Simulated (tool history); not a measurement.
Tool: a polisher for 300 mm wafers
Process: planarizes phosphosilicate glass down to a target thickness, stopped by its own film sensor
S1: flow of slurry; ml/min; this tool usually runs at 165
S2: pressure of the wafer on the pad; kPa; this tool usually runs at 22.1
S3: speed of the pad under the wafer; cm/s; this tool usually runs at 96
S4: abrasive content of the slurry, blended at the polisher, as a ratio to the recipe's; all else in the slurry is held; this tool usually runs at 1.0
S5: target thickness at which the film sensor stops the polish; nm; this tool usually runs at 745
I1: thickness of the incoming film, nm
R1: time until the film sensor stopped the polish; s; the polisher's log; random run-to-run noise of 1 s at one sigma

run	day	S1	S2	S3	S4	S5	I1	R1
1	0.000	165	22.1	96	1.0	745	1289.3	67.5
2	1.462	165	22.1	96	1.0	745	1289.7	66.4
# day 1.646: conditioning disc replaced and pad reconditioned
3	3.121	165	22.1	96	1.0	745	1282.0	64.6
# day 5.779: worn pad replaced by a new one
4	5.879	165	22.1	96	1.0	701	1243.6	66.3
# day 6.704: slurry blender recalibrated
5	7.454	165	22.1	96	1.0	701	1288.6	73.6
6	10.242	165	22.1	96	1.0	745	1267.4	65.3
7	12.262	165	22.1	96	1.0	745	1267.7	64.7
8	14.525	165	22.1	96	1.0	745	1254.2	66.6
# day 15.971: conditioning disc replaced and pad reconditioned
# day 17.004: head pressure recalibrated
9	17.025	165	22.1	96	1.0	745	1268.4	69.7
# day 18.871: worn pad replaced by a new one
# day 19.075: slurry nozzle cleaned
10	19.683	205	22.1	96	1.0	919	1275.7	41.3
# day 21.812: slurry blender recalibrated
11	22.325	165	22.1	84	0.9	809	1256.8	63.1
12	24.233	165	22.1	96	1.0	745	1281.1	63.8
13	26.192	165	22.1	74	1.0	745	1249.4	74.0
# day 28.879: conditioning disc replaced and pad reconditioned
14	28.904	130	26.2	96	1.0	745	1264.7	57.4
15	30.717	165	22.1	96	1.0	745	1287.8	69.0
# day 33.042: worn pad replaced by a new one
16	33.321	165	22.1	96	1.0	745	1290.4	70.0
# day 34.800: slurry blender recalibrated
17	34.896	165	24.1	96	1.0	745	1249.0	61.1
18	36.154	115	27.6	96	0.9	575	1283.4	84.9
# day 37.633: slurry nozzle cleaned
19	37.979	165	26.9	96	1.0	807	1265.3	45.1
20	40.692	145	20.0	112	1.0	745	1255.6	62.8
# day 41.283: conditioning disc replaced and pad reconditioned
21	41.725	125	24.8	96	1.0	578	1249.7	77.0
22	44.154	130	17.2	96	1.0	745	1289.0	88.2
# day 46.971: slurry blender recalibrated
23	47.046	120	22.1	96	1.0	745	1256.8	66.2
# day 47.767: worn pad replaced by a new one
24	49.208	165	15.2	110	1.2	803	1244.4	69.1
25	51.746	165	20.0	110	1.0	745	1289.1	70.8
26	53.596	185	22.1	108	1.0	745	1288.6	63.7

For some of the steps in R1 from one run to the next: how much would appear even if the tool had no hidden state, given the settings, what came in and random variation, and how much remains for the hidden state plus any gauge scatter that the measured result and the result without hidden state don't share?
Hidden state present: removal rate lost through wear of the pad, %; slurry flow missing at the pad, %; deviation of the head's pressure from its setpoint, %; abrasive missing from the slurry, %; time polished since the conditioner stopped cutting, s.
Run 9 -> 10: S1 165 -> 205, S5 745 -> 919, worn pad replaced by a new one, slurry nozzle cleaned. R1 -28.4 s: hidden state -7.2, all else -21.2.
Run 18 -> 19: S1 115 -> 165, S2 27.6 -> 26.9, S4 0.9 -> 1.0, S5 575 -> 807, slurry nozzle cleaned. R1 -39.8 s: hidden state -9.9, all else -29.9.
